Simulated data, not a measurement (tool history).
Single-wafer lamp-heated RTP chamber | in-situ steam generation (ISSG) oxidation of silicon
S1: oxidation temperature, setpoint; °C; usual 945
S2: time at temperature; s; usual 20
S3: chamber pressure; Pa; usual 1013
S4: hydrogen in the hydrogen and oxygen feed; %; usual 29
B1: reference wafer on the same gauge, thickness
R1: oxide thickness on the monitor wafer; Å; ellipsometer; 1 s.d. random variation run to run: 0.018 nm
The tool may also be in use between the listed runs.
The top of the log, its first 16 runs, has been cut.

-- day=15.196 pyrometer window cleaned and pyrometer calibrated
-- day=16.104 pressure gauge zeroed
run 17 day=16.125 | S1=945 S2=20 S3=1013 S4=29 | B1=4.518 | R1=48.97
run 18 day=17.004 | S1=945 S2=20 S3=1013 S4=29 | B1=4.519 | R1=48.72
run 19 day=17.525 | S1=945 S2=20 S3=1013 S4=29 | B1=4.519 | R1=48.69
run 20 day=18.429 | S1=940 S2=20 S3=920 S4=32 | B1=4.519 | R1=49.55
run 21 day=19.433 | S1=945 S2=20 S3=920 S4=32 | B1=4.52 | R1=49.94
run 22 day=22.625 | S1=945 S2=20 S3=1013 S4=24 | B1=4.52 | R1=46.88
run 23 day=23.546 | S1=945 S2=20 S3=1147 S4=29 | B1=4.517 | R1=48.99
run 24 day=24.454 | S1=960 S2=20 S3=1013 S4=21 | B1=4.521 | R1=47.85
-- day=25.929 pyrometer window cleaned and pyrometer calibrated
run 25 day=25.95 | S1=945 S2=20 S3=1013 S4=29 | B1=4.519 | R1=48.68
run 26 day=26.279 | S1=961 S2=20 S3=1013 S4=29 | B1=4.521 | R1=51.08
run 27 day=27.462 | S1=945 S2=20 S3=1147 S4=23 | B1=4.52 | R1=45.69
run 28 day=28.617 | S1=945 S2=28 S3=1013 S4=29 | B1=4.521 | R1=55.92
run 29 day=29.558 | S1=955 S2=24 S3=1173 S4=32 | B1=4.518 | R1=54.78
run 30 day=30.592 | S1=945 S2=20 S3=1093 S4=24 | B1=4.523 | R1=46.55
run 31 day=31.217 | S1=945 S2=20 S3=1013 S4=22 | B1=4.522 | R1=45.65

4 ways to go on from here, each from the tool as it stands after run 31. What would each give?
run A day=31.233 | S1=945 S2=20 S3=1013 S4=32 | B1=? | R1=?
run B day=31.233 | S1=952 S2=20 S3=920 S4=20 | B1=? | R1=?
run C day=31.233 | S1=945 S2=28 S3=1013 S4=21 | B1=? | R1=?
run D day=31.233 | S1=945 S2=20 S3=1107 S4=29 | B1=? | R1=?

run=A B1=4.515 R1=49.87
run=B B1=4.515 R1=44.97
run=C B1=4.515 R1=51.59
run=D B1=4.515 R1=48.33
Stripped of hidden state, with their random variation kept, the same runs would have yielded:
run=A R1=49.45
run=B R1=44.58
run=C R1=51.11
run=D R1=47.93
